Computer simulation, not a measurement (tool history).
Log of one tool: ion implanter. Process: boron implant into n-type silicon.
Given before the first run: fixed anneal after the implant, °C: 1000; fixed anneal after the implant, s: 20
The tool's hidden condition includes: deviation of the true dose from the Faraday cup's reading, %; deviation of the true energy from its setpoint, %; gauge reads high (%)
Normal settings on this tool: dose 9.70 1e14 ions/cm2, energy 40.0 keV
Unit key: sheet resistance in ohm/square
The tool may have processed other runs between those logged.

run	hour	dose	energy	wafers since the last listed run	hours since the last dose calibration	hours since the extraction supply was calibrated	hours since the gauge calibration	read-back reference wafer on the same gauge, sheet resistance	sheet resistance
1	0.0	9.70	40.0	0	718.8	2754.4	1260.3	128.02	124.86
2	65.7	9.70	40.0	1148	784.5	2820.1	1326.0	127.99	125.04
# hour 290.6: Faraday cup replaced and dose calibrated
3	364.6	9.70	40.0	5084	74.0	3119.0	1624.9	128.02	123.79
4	411.6	9.70	40.0	821	121.0	3166.0	1671.9	127.99	124.36
5	447.7	9.70	40.0	631	157.1	3202.1	1708.0	128.01	123.97
6	527.9	9.70	40.0	1401	237.3	3282.3	1788.2	127.99	123.80
7	569.5	9.70	40.0	727	278.9	3323.9	1829.8	128.02	124.00
8	740.7	9.70	40.0	2992	450.1	3495.1	2001.0	128.00	123.93
9	825.1	9.70	50.0	1475	534.5	3579.5	2085.4	128.01	123.23
10	869.4	9.70	50.0	774	578.8	3623.8	2129.7	128.03	123.16
11	971.9	9.70	32.5	1791	681.3	3726.3	2232.2	128.01	125.86
12	1033.5	9.70	45.0	1076	742.9	3787.9	2293.8	128.02	123.92
13	1075.7	9.70	45.0	737	785.1	3830.1	2336.0	127.98	124.27
14	1130.1	8.27	40.0	950	839.5	3884.5	2390.4	127.99	142.24
# hour 1161.0: gauge calibrated
# hour 1189.9: Faraday cup replaced and dose calibrated
15	1218.6	8.27	40.0	1407	28.7	3973.0	57.6	128.02	140.85
16	1287.5	11.48	40.0	1204	97.6	4041.9	126.5	128.04	107.80
17	1381.4	9.70	40.0	1641	191.5	4135.8	220.4	127.97	123.89
18	1433.7	12.26	46.5	914	243.8	4188.1	272.7	128.01	101.72
19	1470.0	12.26	36.0	634	280.1	4224.4	309.0	127.98	102.85
20	1527.8	10.84	45.0	1010	337.9	4282.2	366.8	128.00	112.60
# hour 1582.9: extraction supply calibrated
21	1583.4	7.97	28.0	832	393.5	0.5	422.4	127.97	148.74
22	1643.5	10.53	48.0	1050	453.6	60.6	482.5	128.00	115.39
23	1700.2	9.70	40.0	991	510.3	117.3	539.2	128.00	124.25
24	1800.7	9.70	40.0	1756	610.8	217.8	639.7	127.98	124.19
25	1852.5	10.84	45.0	905	662.6	269.6	691.5	127.96	112.99
26	1892.1	11.77	35.0	692	702.2	309.2	731.1	127.95	106.97
27	1932.8	7.72	27.0	711	742.9	349.9	771.8	127.99	154.34
# hour 1991.4: Faraday cup replaced and dose calibrated
28	1994.8	9.70	40.0	943	3.4	411.9	833.8	128.01	123.91
29	2196.6	11.62	40.0	3527	205.2	613.7	1035.6	128.02	106.64
30	2272.8	6.86	32.5	1331	281.4	689.9	1111.8	128.02	166.77
31	2359.1	7.49	47.5	1508	367.7	776.2	1198.1	127.99	151.30
32	2454.9	9.70	32.0	1674	463.5	872.0	1293.9	128.00	125.45
33	2533.2	12.02	40.0	1368	541.8	950.3	1372.2	128.04	104.43

Forecast each of these 3 alternatives for the next run:
A	2533.6	9.70	40.0	6	542.2	950.7	1372.6	?	?
B	2533.6	11.54	44.5	6	542.2	950.7	1372.6	?	?
C	2533.6	12.29	40.0	6	542.2	950.7	1372.6	?	?

run	read-back reference wafer on the same gauge, sheet resistance	sheet resistance
A	128.01	124.29
B	128.01	107.51
C	128.01	102.63
Stripped of hidden state, with their random variation kept, the same runs would have yielded:
run	sheet resistance
A	123.90
B	107.18
C	102.31

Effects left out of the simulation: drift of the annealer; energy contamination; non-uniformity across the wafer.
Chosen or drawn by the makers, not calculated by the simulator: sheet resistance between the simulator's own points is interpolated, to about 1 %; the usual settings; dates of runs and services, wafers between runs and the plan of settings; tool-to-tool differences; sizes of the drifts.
